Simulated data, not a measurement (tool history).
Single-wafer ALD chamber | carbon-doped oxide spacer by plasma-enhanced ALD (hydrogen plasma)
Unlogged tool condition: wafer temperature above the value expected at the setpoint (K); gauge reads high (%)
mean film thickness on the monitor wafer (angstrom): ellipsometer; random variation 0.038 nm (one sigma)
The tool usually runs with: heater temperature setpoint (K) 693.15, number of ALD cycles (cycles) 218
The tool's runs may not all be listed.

run   hour  heater temperature setpoint (K)  number of ALD cycles (cycles)  wafers since the last listed run  hours since the last thermocouple change  hours since the gauge calibration  read-back reference wafer on the same gauge, thickness_nm  mean film thickness on the monitor wafer (angstrom)
  1    0.0                           693.15                            218                                 0                                    2136.8                              365.0                                                      8.339                                                91.20
  2   31.7                           693.15                            218                                59                                    2168.5                              396.7                                                      8.333                                                91.14
  3   63.2                           686.15                            195                                58                                    2200.0                              428.2                                                      8.315                                                83.29
  4   89.5                           686.15                            195                                49                                    2226.3                              454.5                                                      8.318                                                83.15
  5  105.3                           686.15                            195                                29                                    2242.1                              470.3                                                      8.304                                                83.87
  6  129.5                           693.15                            218                                45                                    2266.3                              494.5                                                      8.299                                                90.58
  7  159.4                           693.15                            218                                55                                    2296.2                              524.4                                                      8.291                                                91.53
     164.4  -- gauge calibrated
  8  187.0                           693.15                            218                                51                                    2323.8                               22.6                                                      8.455                                                92.83
  9  206.2                           693.15                            218                                35                                    2343.0                               41.8                                                      8.451                                                92.45
 10  233.7                           693.15                            218                                51                                    2370.5                               69.3                                                      8.450                                                92.60
 11  250.6                           693.15                            218                                31                                    2387.4                               86.2                                                      8.438                                                92.47
 12  263.1                           693.15                            218                                23                                    2399.9                               98.7                                                      8.425                                                92.38
 13  295.8                           693.15                            218                                60                                    2432.6                              131.4                                                      8.424                                                92.43
 14  325.6                           693.15                            218                                55                                    2462.4                              161.2                                                      8.413                                                92.96
 15  341.6                           693.15                            218                                29                                    2478.4                              177.2                                                      8.407                                                91.90
 16  353.9                           693.15                            218                                22                                    2490.7                              189.5                                                      8.397                                                91.93
 17  388.1                           693.15                            218                                63                                    2524.9                              223.7                                                      8.385                                                91.72
 18  406.9                           680.15                            218                                35                                    2543.7                              242.5                                                      8.385                                                96.35
 19  436.9                           693.15                            218                                55                                    2573.7                              272.5                                                      8.373                                                91.88
 20  459.4                           680.15                            260                                41                                    2596.2                              295.0                                                      8.369                                               113.44
 21  474.2                           702.15                            250                                27                                    2611.0                              309.8                                                      8.364                                               102.11
 22  509.5                           699.15                            252                                65                                    2646.3                              345.1                                                      8.359                                               103.43
 23  525.4                           682.15                            249                                29                                    2662.2                              361.0                                                      8.345                                               107.83
 24  539.7                           705.15                            203                                26                                    2676.5                              375.3                                                      8.336                                                81.18
     574.0  -- thermocouple changed; heater temperature recalibrated
 25  646.6                           693.15                            218                               184                                      72.6                              482.2                                                      8.305                                                91.71
 26  660.0                           693.15                            218                                24                                      86.0                              495.6                                                      8.299                                                91.01
     674.8  -- gauge calibrated
 27  683.8                           693.15                            218                                44                                     109.8                                9.0                                                      8.470                                                93.14
 28  714.4                           693.15                            218                                57                                     140.4                               39.6                                                      8.467                                                93.06
 29  741.7                           706.15                            261                                50                                     167.7                               66.9                                                      8.448                                               105.49
 30  760.2                           693.15                            234                                34                                     186.2                               85.4                                                      8.446                                                98.68
 31  795.4                           680.15                            260                                65                                     221.4                              120.6                                                      8.423                                               115.33
 32  828.0                           707.15                            185                                60                                     254.0                              153.2                                                      8.417                                                74.36
 33  849.3                           693.15                            257                                39                                     275.3                              174.5                                                      8.420                                               109.18
 34  884.6                           693.15                            245                                65                                     310.6                              209.8                                                      8.405                                               102.87

The tool's hidden state at each run:
wafer temperature above the value expected at the setpoint (K): 0 at every run
H1: gauge reads high (%)
run       H1
  1     -1.6
  2    -1.73
  3    -1.86
  4    -1.96
  5    -2.02
  6    -2.12
  7    -2.24
  8   -0.248
  9   -0.325
 10   -0.435
 11   -0.503
 12   -0.553
 13   -0.683
 14   -0.803
 15   -0.867
 16   -0.916
 17    -1.05
 18    -1.13
 19    -1.25
 20    -1.34
 21     -1.4
 22    -1.54
 23     -1.6
 24    -1.66
 25    -2.09
 26    -2.14
 27  -0.0905
 28   -0.213
 29   -0.322
 30   -0.396
 31   -0.537
 32   -0.667
 33   -0.753
 34   -0.894
